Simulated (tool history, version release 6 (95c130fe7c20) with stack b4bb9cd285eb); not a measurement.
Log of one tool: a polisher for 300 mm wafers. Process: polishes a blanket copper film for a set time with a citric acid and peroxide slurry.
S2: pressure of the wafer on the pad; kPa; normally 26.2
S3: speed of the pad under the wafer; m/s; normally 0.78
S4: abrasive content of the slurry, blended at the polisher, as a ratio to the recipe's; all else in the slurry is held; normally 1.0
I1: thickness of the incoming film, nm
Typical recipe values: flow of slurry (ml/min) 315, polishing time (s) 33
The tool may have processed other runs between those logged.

Run 1, day 0.000: usual settings; I1 929.4. Result: film removed (Å) 705.
Run 2, day 1.608: usual settings; I1 948.7. Result: film removed (Å) 703.
At day 5.079: head pressure recalibrated.
Run 3, day 5.858: usual settings but flow of slurry (ml/min) 380; I1 939.8. Result: film removed (Å) 690.
At day 6.621: worn pad replaced by a new one.
At day 7.725: slurry blender recalibrated.
Run 4, day 8.329: usual settings but flow of slurry (ml/min) 380; I1 955.7. Result: film removed (Å) 731.
Run 5, day 9.750: usual settings but S2 32.4 kPa, S4 1.2; I1 968.8. Result: film removed (Å) 862.
Run 6, day 11.000: usual settings but S2 32.4 kPa, S4 1.2; I1 935.2. Result: film removed (Å) 860.
Run 7, day 13.392: usual settings but S2 32.4 kPa, S4 1.2; I1 937.6. Result: film removed (Å) 836.
Run 8, day 14.412: usual settings; I1 954.3. Result: film removed (Å) 676.
At day 14.867: worn pad replaced by a new one.
At day 16.250: slurry blender recalibrated.
Run 9, day 20.321: usual settings; I1 940.8. Result: film removed (Å) 684.
At day 20.512: slurry nozzle cleaned.
Run 10, day 21.983: usual settings but flow of slurry (ml/min) 260, S2 20.7 kPa; I1 968.2. Result: film removed (Å) 564.
At day 23.633: worn pad replaced by a new one.
Run 11, day 23.654: usual settings; I1 938.2. Result: film removed (Å) 692.
At day 24.725: head pressure recalibrated.
At day 25.804: slurry blender recalibrated.
Run 12, day 26.454: usual settings but S3 0.62 m/s; I1 944.9. Result: film removed (Å) 572.
Run 13, day 27.525: usual settings; I1 964.8. Result: film removed (Å) 727.
At day 31.867: worn pad replaced by a new one.
Run 14, day 34.571: usual settings but S2 19.3 kPa, polishing time (s) 38; I1 937.4. Result: film removed (Å) 624.
At day 34.800: slurry blender recalibrated.
Run 15, day 38.946: usual settings but S4 0.7, polishing time (s) 39; I1 944.0. Result: film removed (Å) 760.
Run 16, day 40.804: usual settings but flow of slurry (ml/min) 380; I1 958.5. Result: film removed (Å) 696.
At day 41.525: worn pad replaced by a new one.
Run 17, day 42.421: usual settings but S2 34.5 kPa, polishing time (s) 24; I1 952.7. Result: film removed (Å) 614.
Run 18, day 44.046: usual settings but flow of slurry (ml/min) 265, S2 31.0 kPa, polishing time (s) 41; I1 956.1. Result: film removed (Å) 909.

5 ways to go on from here, each from the tool as it stands after run 18. What would each give?
Run A, day 44.062: usual settings; I1 943.3. Result: film removed (Å) ?.
Run B, day 44.062: usual settings but flow of slurry (ml/min) 255, S3 0.96 m/s; I1 943.3. Result: film removed (Å) ?.
Run C, day 44.062: usual settings but S3 1.00 m/s, polishing time (s) 23; I1 943.3. Result: film removed (Å) ?.
Run D, day 44.062: usual settings but flow of slurry (ml/min) 395, S2 18.6 kPa; I1 943.3. Result: film removed (Å) ?.
Run E, day 44.062: usual settings but S4 0.9; I1 943.3. Result: film removed (Å) ?.

run  film removed (Å)
  A               665
  B               792
  C               591
  D               531
  E               651
Stripped of hidden state, with their random variation kept, the same runs would have yielded:
run  film removed (Å)
  A               730
  B               875
  C               649
  D               580
  E               715
